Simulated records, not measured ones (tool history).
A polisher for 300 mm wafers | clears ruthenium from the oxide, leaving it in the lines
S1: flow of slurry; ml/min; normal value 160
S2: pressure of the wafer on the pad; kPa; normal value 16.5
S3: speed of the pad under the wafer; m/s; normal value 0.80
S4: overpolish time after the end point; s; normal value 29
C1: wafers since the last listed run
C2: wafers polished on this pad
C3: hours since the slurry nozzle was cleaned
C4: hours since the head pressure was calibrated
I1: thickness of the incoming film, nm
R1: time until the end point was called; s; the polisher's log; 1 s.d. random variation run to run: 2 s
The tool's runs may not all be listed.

Run 1, day 0.000: usual settings but S2 20.0 kPa; C1 0; C2 1773; C3 260.5; C4 581.9; I1 101.1. Result: R1 86.5 s.
Run 2, day 4.312: usual settings but S3 0.98 m/s; C1 1020; C2 2794; C3 364.0; C4 685.4; I1 99.0. Result: R1 85.2 s.
At day 8.750: slurry nozzle cleaned.
At day 9.158: worn pad replaced by a new one.
Run 3, day 14.842: usual settings but S3 0.98 m/s; C1 2443; C2 1345; C3 146.2; C4 938.1; I1 101.3. Result: R1 88.8 s.
Run 4, day 17.117: usual settings; C1 538; C2 1884; C3 200.8; C4 992.7; I1 101.4. Result: R1 106.5 s.
Run 5, day 20.438: usual settings; C1 786; C2 2670; C3 280.5; C4 1072.4; I1 100.2. Result: R1 108.2 s.
Run 6, day 23.404: usual settings; C1 702; C2 3372; C3 351.7; C4 1143.6; I1 98.9. Result: R1 103.7 s.
At day 27.046: slurry nozzle cleaned.
Run 7, day 27.696: usual settings; C1 1006; C2 4378; C3 15.6; C4 1246.6; I1 100.1. Result: R1 105.3 s.
At day 28.967: worn pad replaced by a new one.
Run 8, day 29.404: usual settings; C1 364; C2 103; C3 56.6; C4 1287.6; I1 101.2. Result: R1 114.2 s.
Run 9, day 33.404: usual settings; C1 946; C2 1050; C3 152.6; C4 1383.6; I1 99.2. Result: R1 116.0 s.
At day 36.362: head pressure recalibrated.
Run 10, day 37.896: usual settings; C1 1043; C2 2093; C3 260.4; C4 36.8; I1 99.5. Result: R1 115.1 s.
Run 11, day 41.229: usual settings; C1 789; C2 2883; C3 340.4; C4 116.8; I1 99.4. Result: R1 118.8 s.
At day 44.750: slurry nozzle cleaned.
At day 47.050: worn pad replaced by a new one, repeated, since the last time left the tool worse.
Run 12, day 54.225: usual settings; C1 3027; C2 1698; C3 227.4; C4 428.7; I1 99.7. Result: R1 103.7 s.
Run 13, day 58.683: usual settings; C1 1055; C2 2753; C3 334.4; C4 535.7; I1 100.6. Result: R1 103.3 s.
Run 14, day 62.467: usual settings but S4 25 s; C1 895; C2 3649; C3 425.2; C4 626.5; I1 98.9. Result: R1 106.6 s.
At day 65.317: worn pad replaced by a new one.
Run 15, day 65.808: usual settings but S1 135 ml/min, S4 42 s; C1 751; C2 116; C3 505.4; C4 706.7; I1 98.7. Result: R1 103.2 s.
At day 67.017: slurry nozzle cleaned.
Run 16, day 75.300: usual settings but S1 190 ml/min, S3 0.60 m/s, S4 45 s; C1 2237; C2 2353; C3 198.8; C4 934.5; I1 99.6. Result: R1 133.4 s.
Run 17, day 79.362: usual settings but S1 195 ml/min, S2 20.7 kPa, S3 0.94 m/s, S4 16 s; C1 961; C2 3315; C3 296.3; C4 1032.0; I1 99.7. Result: R1 73.2 s.
Run 18, day 80.900: usual settings but S1 205 ml/min, S3 0.62 m/s; C1 364; C2 3679; C3 333.2; C4 1068.9; I1 99.7. Result: R1 136.0 s.
At day 81.688: worn pad replaced by a new one.
Run 19, day 84.400: usual settings; C1 789; C2 642; C3 417.2; C4 1152.9; I1 101.1. Result: R1 104.4 s.
At day 85.546: slurry nozzle cleaned.
Run 20, day 86.621: usual settings but S1 205 ml/min, S2 13.1 kPa, S3 0.70 m/s, S4 19 s; C1 515; C2 1158; C3 25.8; C4 1206.2; I1 98.6. Result: R1 143.6 s.

Below, each run's measurement less what the same run would have read without the hidden state. Both values contain the same run-to-run variation, but the gauge's scatter may not be the same in both:
Unlogged tool condition in this case: removal rate lost through wear of the pad, %; slurry flow missing at the pad, %; deviation of the head's pressure from its setpoint, %.
run     R1
  1   +2.1
  2   +3.1
  3   +1.8
  4   +2.8
  5   +3.8
  6   +4.5
  7   +5.9
  8  +12.2
  9  +13.7
 10  +15.0
 11  +16.6
 12   +2.5
 13   +3.8
 14   +5.0
 15   +0.2
 16   +3.8
 17   +2.9
 18   +6.0
 19   +1.3
 20   +2.7
